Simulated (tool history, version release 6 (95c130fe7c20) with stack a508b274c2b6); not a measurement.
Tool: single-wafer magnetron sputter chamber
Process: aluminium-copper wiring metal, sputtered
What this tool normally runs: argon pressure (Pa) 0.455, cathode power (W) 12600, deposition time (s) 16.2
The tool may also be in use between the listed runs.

run   hour  argon pressure (Pa)  cathode power (W)  deposition time (s)  wafers since the last listed run  wafers on the sputter target  hours since the last manometer calibration  hours since the magnet pack was replaced  hours since the gauge calibration  read-back reference wafer on the same gauge, thickness_nm  mean film thickness on the monitor wafer (nm)
  1      0                0.455              12600                 16.2                                 0                          2171                                      1870.8                                   11516.4                               47.4                                                    413.041                                        397.621
  2   38.6                0.455              12600                 16.2                               948                          3119                                      1909.4                                     11555                                 86                                                      412.9                                        398.649
      63.9  -- sputter target and shields replaced
  3     84                0.455              12600                 16.2                               918                           493                                      1954.8                                   11600.4                              131.4                                                    413.434                                        396.481
  4  122.8                0.455              12600                 16.2                               952                          1446                                      1993.6                                   11639.2                              170.2                                                    412.924                                        395.304
  5  166.2                0.455              12600                 16.2                              1065                          2512                                        2037                                   11682.6                              213.6                                                    412.965                                         395.18
     208.1  -- sputter target and shields replaced
  6  208.6                0.455              12600                 14.9                               844                            12                                      2079.4                                     11725                                256                                                    412.478                                         362.23
     278.3  -- capacitance manometer re-zeroed and calibrated
  7  278.8                0.455              13300                 16.2                              1527                          1540                                         0.5                                   11795.2                              326.2                                                    412.784                                         402.44
  8  311.9                0.455              13300                 16.2                               812                          2353                                        33.6                                   11828.3                              359.3                                                    413.205                                        404.773
  9  356.6                0.455              12600                 16.2                              1097                          3451                                        78.3                                     11873                                404                                                    413.053                                         383.64
     371.8  -- sputter target and shields replaced
     396.8  -- magnet pack replaced
 10  397.3                0.276              12600                 18.7                               606                           429                                         119                                       0.5                              444.7                                                    412.517                                        492.887
     413.2  -- gauge calibrated
 11  455.2                0.455              14900                 17.1                              1422                          1851                                       176.9                                      58.4                                 42                                                    413.122                                        481.098
     517.3  -- sputter target and shields replaced
 12  517.8                0.455              12600                 16.2                              1341                            11                                       239.5                                       121                              104.6                                                    414.046                                         384.89
 13  551.5                0.618              14000                 13.2                               827                           838                                       273.2                                     154.7                              138.3                                                    413.492                                        318.645
 14  604.7                0.455               9800                 18.7                              1306                          2145                                       326.4                                     207.9                              191.5                                                    413.201                                        349.541
 15  652.6                0.455              11700                 13.5                              1176                          3321                                       374.3                                     255.8                              239.4                                                    413.259                                        298.342
     681.2  -- sputter target and shields replaced
 16  681.7                0.455              12600                 16.2                               518                            13                                       403.4                                     284.9                              268.5                                                    413.031                                        389.234
 17  718.5                0.455               9800                 14.9                               903                           917                                       440.2                                     321.7                              305.3                                                     413.29                                        277.683
 18    782                0.455              13800                 15.1                              1559                          2476                                       503.7                                     385.2                              368.8                                                     412.99                                        397.973

4 options for the next run, each taken on its own from the tool as it stands now. Forecast them:
  A  782.4                0.455              12600                 16.2                                 9                          2486                                       504.1                                     385.6                              369.2                                                          ?                                              ?
  B  782.4                 0.31              12600                 16.2                                 9                          2486                                       504.1                                     385.6                              369.2                                                          ?                                              ?
  C  782.4                0.559              13500                 16.2                                 9                          2486                                       504.1                                     385.6                              369.2                                                          ?                                              ?
  D  782.4                0.357              13950                 16.2                                 9                          2486                                       504.1                                     385.6                              369.2                                                          ?                                              ?

run  read-back reference wafer on the same gauge, thickness_nm  mean film thickness on the monitor wafer (nm)
  A                                                    412.599                                        387.925
  B                                                    412.599                                        421.981
  C                                                    412.599                                        391.929
  D                                                    412.599                                         454.49
With the hidden condition removed and each run's random variation left untouched, the same runs would have given:
run  mean film thickness on the monitor wafer (nm)
  A                                        377.273
  B                                        414.689
  C                                        378.504
  D                                        445.095

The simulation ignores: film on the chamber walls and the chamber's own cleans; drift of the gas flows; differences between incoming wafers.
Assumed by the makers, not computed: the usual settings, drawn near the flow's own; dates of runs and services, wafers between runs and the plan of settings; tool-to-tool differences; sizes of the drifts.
